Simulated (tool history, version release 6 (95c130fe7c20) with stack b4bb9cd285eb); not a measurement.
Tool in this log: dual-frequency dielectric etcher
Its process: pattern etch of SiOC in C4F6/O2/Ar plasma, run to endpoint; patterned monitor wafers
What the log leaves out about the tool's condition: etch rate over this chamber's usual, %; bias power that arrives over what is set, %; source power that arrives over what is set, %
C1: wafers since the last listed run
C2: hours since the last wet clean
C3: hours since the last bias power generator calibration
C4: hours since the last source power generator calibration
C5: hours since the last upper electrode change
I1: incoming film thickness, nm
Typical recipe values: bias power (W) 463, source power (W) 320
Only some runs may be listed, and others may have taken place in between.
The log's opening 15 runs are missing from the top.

run 16 hour=361 | bias_power_(W)=463 source_power_(W)=320 | C1=486 C2=350.2 C3=2628.1 C4=4043.3 C5=4587.6 | I1=30.4 | endpoint_time_(s)=10.4
-- hour=450.7 wet clean of the chamber
run 17 hour=451.2 | bias_power_(W)=463 source_power_(W)=320 | C1=975 C2=0.5 C3=2718.3 C4=4133.5 C5=4677.8 | I1=30.82 | endpoint_time_(s)=11.1
run 18 hour=462.9 | bias_power_(W)=496 source_power_(W)=400 | C1=172 C2=12.2 C3=2730 C4=4145.2 C5=4689.5 | I1=30.9 | endpoint_time_(s)=9.9
-- hour=495.3 upper electrode replaced
run 19 hour=495.8 | bias_power_(W)=356 source_power_(W)=280 | C1=131 C2=45.1 C3=2762.9 C4=4178.1 C5=0.5 | I1=30.91 | endpoint_time_(s)=13.3
run 20 hour=503.5 | bias_power_(W)=370 source_power_(W)=270 | C1=113 C2=52.8 C3=2770.6 C4=4185.8 C5=8.2 | I1=30.83 | endpoint_time_(s)=13.1
run 21 hour=539.4 | bias_power_(W)=517 source_power_(W)=320 | C1=529 C2=88.7 C3=2806.5 C4=4221.7 C5=44.1 | I1=30.72 | endpoint_time_(s)=10.2
run 22 hour=567.1 | bias_power_(W)=576 source_power_(W)=340 | C1=408 C2=116.4 C3=2834.2 C4=4249.4 C5=71.8 | I1=30.65 | endpoint_time_(s)=9.6
-- hour=572.8 bias power generator calibrated
run 23 hour=579.9 | bias_power_(W)=561 source_power_(W)=300 | C1=129 C2=129.2 C3=7.1 C4=4262.2 C5=84.6 | I1=30.96 | endpoint_time_(s)=10.1
run 24 hour=608.9 | bias_power_(W)=538 source_power_(W)=260 | C1=427 C2=158.2 C3=36.1 C4=4291.2 C5=113.6 | I1=30.83 | endpoint_time_(s)=10.8
-- hour=627.4 source power generator calibrated
run 25 hour=639.8 | bias_power_(W)=575 source_power_(W)=320 | C1=396 C2=189.1 C3=67 C4=12.4 C5=144.5 | I1=30.78 | endpoint_time_(s)=9.6
run 26 hour=655.7 | bias_power_(W)=463 source_power_(W)=320 | C1=234 C2=205 C3=82.9 C4=28.3 C5=160.4 | I1=30.95 | endpoint_time_(s)=10.8
run 27 hour=672.5 | bias_power_(W)=463 source_power_(W)=340 | C1=247 C2=221.8 C3=99.7 C4=45.1 C5=177.2 | I1=30.84 | endpoint_time_(s)=10.5
run 28 hour=698 | bias_power_(W)=398 source_power_(W)=280 | C1=375 C2=247.3 C3=125.2 C4=70.6 C5=202.7 | I1=30.9 | endpoint_time_(s)=12
run 29 hour=711.5 | bias_power_(W)=463 source_power_(W)=320 | C1=198 C2=260.8 C3=138.7 C4=84.1 C5=216.2 | I1=30.92 | endpoint_time_(s)=10.7
run 30 hour=729.3 | bias_power_(W)=575 source_power_(W)=270 | C1=262 C2=278.6 C3=156.5 C4=101.9 C5=234 | I1=31.1 | endpoint_time_(s)=10.2
run 31 hour=742.6 | bias_power_(W)=389 source_power_(W)=300 | C1=195 C2=291.9 C3=169.8 C4=115.2 C5=247.3 | I1=30.92 | endpoint_time_(s)=11.9
run 32 hour=774.7 | bias_power_(W)=463 source_power_(W)=320 | C1=473 C2=324 C3=201.9 C4=147.3 C5=279.4 | I1=30.86 | endpoint_time_(s)=10.6
-- hour=822 wet clean of the chamber
run 33 hour=822.5 | bias_power_(W)=575 source_power_(W)=380 | C1=350 C2=0.5 C3=249.7 C4=195.1 C5=327.2 | I1=30.91 | endpoint_time_(s)=9.4
run 34 hour=835.5 | bias_power_(W)=463 source_power_(W)=360 | C1=191 C2=13.5 C3=262.7 C4=208.1 C5=340.2 | I1=30.54 | endpoint_time_(s)=10.5

5 ways to go on from here, each from the tool as it stands after run 34. What would each give?
run A hour=835.9 | bias_power_(W)=417 source_power_(W)=320 | C1=5 C2=13.9 C3=263.1 C4=208.5 C5=340.6 | I1=30.78 | endpoint_time_(s)=?
run B hour=835.9 | bias_power_(W)=569 source_power_(W)=320 | C1=5 C2=13.9 C3=263.1 C4=208.5 C5=340.6 | I1=30.78 | endpoint_time_(s)=?
run C hour=835.9 | bias_power_(W)=566 source_power_(W)=320 | C1=5 C2=13.9 C3=263.1 C4=208.5 C5=340.6 | I1=30.78 | endpoint_time_(s)=?
run D hour=835.9 | bias_power_(W)=495 source_power_(W)=270 | C1=5 C2=13.9 C3=263.1 C4=208.5 C5=340.6 | I1=30.78 | endpoint_time_(s)=?
run E hour=835.9 | bias_power_(W)=527 source_power_(W)=260 | C1=5 C2=13.9 C3=263.1 C4=208.5 C5=340.6 | I1=30.78 | endpoint_time_(s)=?

run=A endpoint_time_(s)=11.6
run=B endpoint_time_(s)=10
run=C endpoint_time_(s)=10
run=D endpoint_time_(s)=11.3
run=E endpoint_time_(s)=11.1
With no hidden state in the tool, these same runs would have given:
run=A endpoint_time_(s)=11.6
run=B endpoint_time_(s)=10
run=C endpoint_time_(s)=10
run=D endpoint_time_(s)=11.3
run=E endpoint_time_(s)=11.1
